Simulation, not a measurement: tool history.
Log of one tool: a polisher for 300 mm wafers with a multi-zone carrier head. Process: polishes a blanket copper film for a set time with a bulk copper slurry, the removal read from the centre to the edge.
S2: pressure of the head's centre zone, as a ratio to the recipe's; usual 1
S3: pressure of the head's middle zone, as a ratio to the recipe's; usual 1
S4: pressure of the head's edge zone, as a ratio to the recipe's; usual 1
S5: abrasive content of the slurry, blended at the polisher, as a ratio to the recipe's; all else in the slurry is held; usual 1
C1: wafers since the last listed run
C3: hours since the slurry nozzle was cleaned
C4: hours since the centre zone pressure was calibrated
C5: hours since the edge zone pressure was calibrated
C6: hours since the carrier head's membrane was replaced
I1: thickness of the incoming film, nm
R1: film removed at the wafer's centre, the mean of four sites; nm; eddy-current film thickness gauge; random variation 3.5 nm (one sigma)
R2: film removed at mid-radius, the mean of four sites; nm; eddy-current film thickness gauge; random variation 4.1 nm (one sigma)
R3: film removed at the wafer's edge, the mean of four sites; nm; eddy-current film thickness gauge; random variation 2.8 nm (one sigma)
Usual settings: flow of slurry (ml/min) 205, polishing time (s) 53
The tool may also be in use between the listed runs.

{"run": 1, "hour": 0.0, "flow of slurry (ml/min)": 270, "S2": 1, "S3": 0.9, "S4": 1, "S5": 1, "polishing time (s)": 53, "C1": 0, "wafers polished on this pad": 78, "C3": 16.6, "C4": 115.8, "C5": 219.8, "C6": 629.4, "I1": 3051, "R1": 337.1, "R2": 290.6, "R3": 320}
{"run": 2, "hour": 18.4, "flow of slurry (ml/min)": 260, "S2": 1, "S3": 1, "S4": 1, "S5": 1, "polishing time (s)": 53, "C1": 161, "wafers polished on this pad": 240, "C3": 35, "C4": 134.2, "C5": 238.2, "C6": 647.8, "I1": 3112.9, "R1": 327.8, "R2": 320.1, "R3": 318.6}
{"run": 3, "hour": 54.0, "flow of slurry (ml/min)": 205, "S2": 1, "S3": 1, "S4": 1, "S5": 1, "polishing time (s)": 53, "C1": 313, "wafers polished on this pad": 554, "C3": 70.6, "C4": 169.8, "C5": 273.8, "C6": 683.4, "I1": 3113.6, "R1": 315.4, "R2": 301.8, "R3": 311.9}
{"hour": 77.0, "done": "carrier head's membrane replaced by a new one"}
{"run": 4, "hour": 86.6, "flow of slurry (ml/min)": 205, "S2": 1, "S3": 1, "S4": 1, "S5": 0.75, "polishing time (s)": 53, "C1": 242, "wafers polished on this pad": 796, "C3": 103.2, "C4": 202.4, "C5": 306.4, "C6": 9.6, "I1": 3106.5, "R1": 302.9, "R2": 296.5, "R3": 294.8}
{"run": 5, "hour": 102.4, "flow of slurry (ml/min)": 205, "S2": 1.11, "S3": 1.04, "S4": 1, "S5": 1, "polishing time (s)": 53, "C1": 139, "wafers polished on this pad": 935, "C3": 119, "C4": 218.2, "C5": 322.2, "C6": 25.4, "I1": 3024.3, "R1": 348.9, "R2": 324.5, "R3": 311.2}
{"run": 6, "hour": 206.8, "flow of slurry (ml/min)": 205, "S2": 1, "S3": 1, "S4": 1, "S5": 1, "polishing time (s)": 53, "C1": 918, "wafers polished on this pad": 1854, "C3": 223.4, "C4": 322.6, "C5": 426.6, "C6": 129.8, "I1": 3090.8, "R1": 323.3, "R2": 308.3, "R3": 305.9}
{"run": 7, "hour": 236.9, "flow of slurry (ml/min)": 180, "S2": 1, "S3": 0.88, "S4": 1, "S5": 1, "polishing time (s)": 63, "C1": 264, "wafers polished on this pad": 2119, "C3": 253.5, "C4": 352.7, "C5": 456.7, "C6": 159.9, "I1": 3017.2, "R1": 373.8, "R2": 326.9, "R3": 362.4}
{"hour": 255.1, "done": "worn pad replaced by a new one"}
{"run": 8, "hour": 268.4, "flow of slurry (ml/min)": 205, "S2": 1, "S3": 1, "S4": 1, "S5": 0.9, "polishing time (s)": 53, "C1": 241, "wafers polished on this pad": 116, "C3": 285, "C4": 384.2, "C5": 488.2, "C6": 191.4, "I1": 3076, "R1": 320.1, "R2": 302, "R3": 307.4}
{"hour": 314.6, "done": "slurry nozzle cleaned"}
{"run": 9, "hour": 370.0, "flow of slurry (ml/min)": 205, "S2": 1, "S3": 1, "S4": 0.97, "S5": 1, "polishing time (s)": 53, "C1": 885, "wafers polished on this pad": 1002, "C3": 55.4, "C4": 485.8, "C5": 589.8, "C6": 293, "I1": 3059.2, "R1": 324.8, "R2": 313.6, "R3": 305.3}
{"run": 10, "hour": 393.7, "flow of slurry (ml/min)": 205, "S2": 1, "S3": 1, "S4": 1, "S5": 1, "polishing time (s)": 53, "C1": 208, "wafers polished on this pad": 1210, "C3": 79.1, "C4": 509.5, "C5": 613.5, "C6": 316.7, "I1": 3078.5, "R1": 323.7, "R2": 304, "R3": 300.8}
{"run": 11, "hour": 425.0, "flow of slurry (ml/min)": 145, "S2": 1, "S3": 1, "S4": 1.04, "S5": 1, "polishing time (s)": 53, "C1": 275, "wafers polished on this pad": 1485, "C3": 110.4, "C4": 540.8, "C5": 644.8, "C6": 348, "I1": 3038.3, "R1": 306.5, "R2": 297.2, "R3": 303.6}
{"run": 12, "hour": 437.4, "flow of slurry (ml/min)": 205, "S2": 1, "S3": 1, "S4": 1.04, "S5": 1, "polishing time (s)": 53, "C1": 109, "wafers polished on this pad": 1595, "C3": 122.8, "C4": 553.2, "C5": 657.2, "C6": 360.4, "I1": 3025.9, "R1": 327.4, "R2": 306.2, "R3": 314.9}
{"run": 13, "hour": 519.5, "flow of slurry (ml/min)": 140, "S2": 0.96, "S3": 0.89, "S4": 1, "S5": 1, "polishing time (s)": 34, "C1": 722, "wafers polished on this pad": 2317, "C3": 204.9, "C4": 635.3, "C5": 739.3, "C6": 442.5, "I1": 3052.2, "R1": 192, "R2": 172.9, "R3": 190.4}
{"run": 14, "hour": 536.6, "flow of slurry (ml/min)": 185, "S2": 1, "S3": 1, "S4": 1, "S5": 1, "polishing time (s)": 53, "C1": 150, "wafers polished on this pad": 2467, "C3": 222, "C4": 652.4, "C5": 756.4, "C6": 459.6, "I1": 3061.2, "R1": 322.5, "R2": 303.9, "R3": 301.1}
{"hour": 559.8, "done": "worn pad replaced by a new one"}
{"run": 15, "hour": 569.4, "flow of slurry (ml/min)": 205, "S2": 1, "S3": 1.07, "S4": 1, "S5": 1, "polishing time (s)": 70, "C1": 253, "wafers polished on this pad": 84, "C3": 254.8, "C4": 685.2, "C5": 789.2, "C6": 492.4, "I1": 3130.7, "R1": 439.7, "R2": 436.4, "R3": 408.5}
{"run": 16, "hour": 588.9, "flow of slurry (ml/min)": 205, "S2": 0.94, "S3": 1, "S4": 1, "S5": 1, "polishing time (s)": 53, "C1": 171, "wafers polished on this pad": 255, "C3": 274.3, "C4": 704.7, "C5": 808.7, "C6": 511.9, "I1": 3109.1, "R1": 309, "R2": 307.9, "R3": 304.5}
{"run": 17, "hour": 613.4, "flow of slurry (ml/min)": 230, "S2": 1, "S3": 0.92, "S4": 0.88, "S5": 1, "polishing time (s)": 53, "C1": 215, "wafers polished on this pad": 471, "C3": 298.8, "C4": 729.2, "C5": 833.2, "C6": 536.4, "I1": 3095.7, "R1": 342.1, "R2": 290, "R3": 294.1}
{"run": 18, "hour": 648.4, "flow of slurry (ml/min)": 205, "S2": 1, "S3": 1.05, "S4": 1, "S5": 1.2, "polishing time (s)": 72, "C1": 307, "wafers polished on this pad": 779, "C3": 333.8, "C4": 764.2, "C5": 868.2, "C6": 571.4, "I1": 3045, "R1": 454.7, "R2": 450.6, "R3": 428}
{"run": 19, "hour": 679.8, "flow of slurry (ml/min)": 170, "S2": 1, "S3": 1, "S4": 1.11, "S5": 0.8, "polishing time (s)": 53, "C1": 276, "wafers polished on this pad": 1055, "C3": 365.2, "C4": 795.6, "C5": 899.6, "C6": 602.8, "I1": 3067.4, "R1": 316.9, "R2": 297.1, "R3": 308}
{"run": 20, "hour": 692.0, "flow of slurry (ml/min)": 250, "S2": 1, "S3": 1.05, "S4": 1, "S5": 1, "polishing time (s)": 53, "C1": 107, "wafers polished on this pad": 1163, "C3": 377.4, "C4": 807.8, "C5": 911.8, "C6": 615, "I1": 3014.5, "R1": 342.6, "R2": 330.3, "R3": 316.1}

Forecast each of these 5 alternatives for the next run:
{"run": "A", "hour": 692.4, "flow of slurry (ml/min)": 230, "S2": 1, "S3": 1, "S4": 1, "S5": 1, "polishing time (s)": 53, "C1": 3, "wafers polished on this pad": 1166, "C3": 377.8, "C4": 808.2, "C5": 912.2, "C6": 615.4, "I1": 3085.7, "R1": "?", "R2": "?", "R3": "?"}
{"run": "B", "hour": 692.4, "flow of slurry (ml/min)": 205, "S2": 0.97, "S3": 1, "S4": 1, "S5": 1, "polishing time (s)": 53, "C1": 3, "wafers polished on this pad": 1166, "C3": 377.8, "C4": 808.2, "C5": 912.2, "C6": 615.4, "I1": 3085.7, "R1": "?", "R2": "?", "R3": "?"}
{"run": "C", "hour": 692.4, "flow of slurry (ml/min)": 230, "S2": 1.1, "S3": 0.94, "S4": 1, "S5": 1, "polishing time (s)": 43, "C1": 3, "wafers polished on this pad": 1166, "C3": 377.8, "C4": 808.2, "C5": 912.2, "C6": 615.4, "I1": 3085.7, "R1": "?", "R2": "?", "R3": "?"}
{"run": "D", "hour": 692.4, "flow of slurry (ml/min)": 205, "S2": 1, "S3": 1, "S4": 1, "S5": 1.2, "polishing time (s)": 38, "C1": 3, "wafers polished on this pad": 1166, "C3": 377.8, "C4": 808.2, "C5": 912.2, "C6": 615.4, "I1": 3085.7, "R1": "?", "R2": "?", "R3": "?"}
{"run": "E", "hour": 692.4, "flow of slurry (ml/min)": 205, "S2": 0.9, "S3": 1, "S4": 1, "S5": 1, "polishing time (s)": 53, "C1": 3, "wafers polished on this pad": 1166, "C3": 377.8, "C4": 808.2, "C5": 912.2, "C6": 615.4, "I1": 3085.7, "R1": "?", "R2": "?", "R3": "?"}

run=A R1=342.5 R2=322.4 R3=306
run=B R1=327.2 R2=318.1 R3=303
run=C R1=305.6 R2=248.2 R3=248.5
run=D R1=248.3 R2=234.1 R3=223
run=E R1=303.5 R2=318.2 R3=303
Without the tool's hidden state the same runs would have given:
run=A R1=321.9 R2=322.5 R3=306
run=B R1=307.5 R2=318.2 R3=303
run=C R1=287.4 R2=248.3 R3=248.5
run=D R1=233.4 R2=234.2 R3=223
run=E R1=285.2 R2=318.3 R3=303
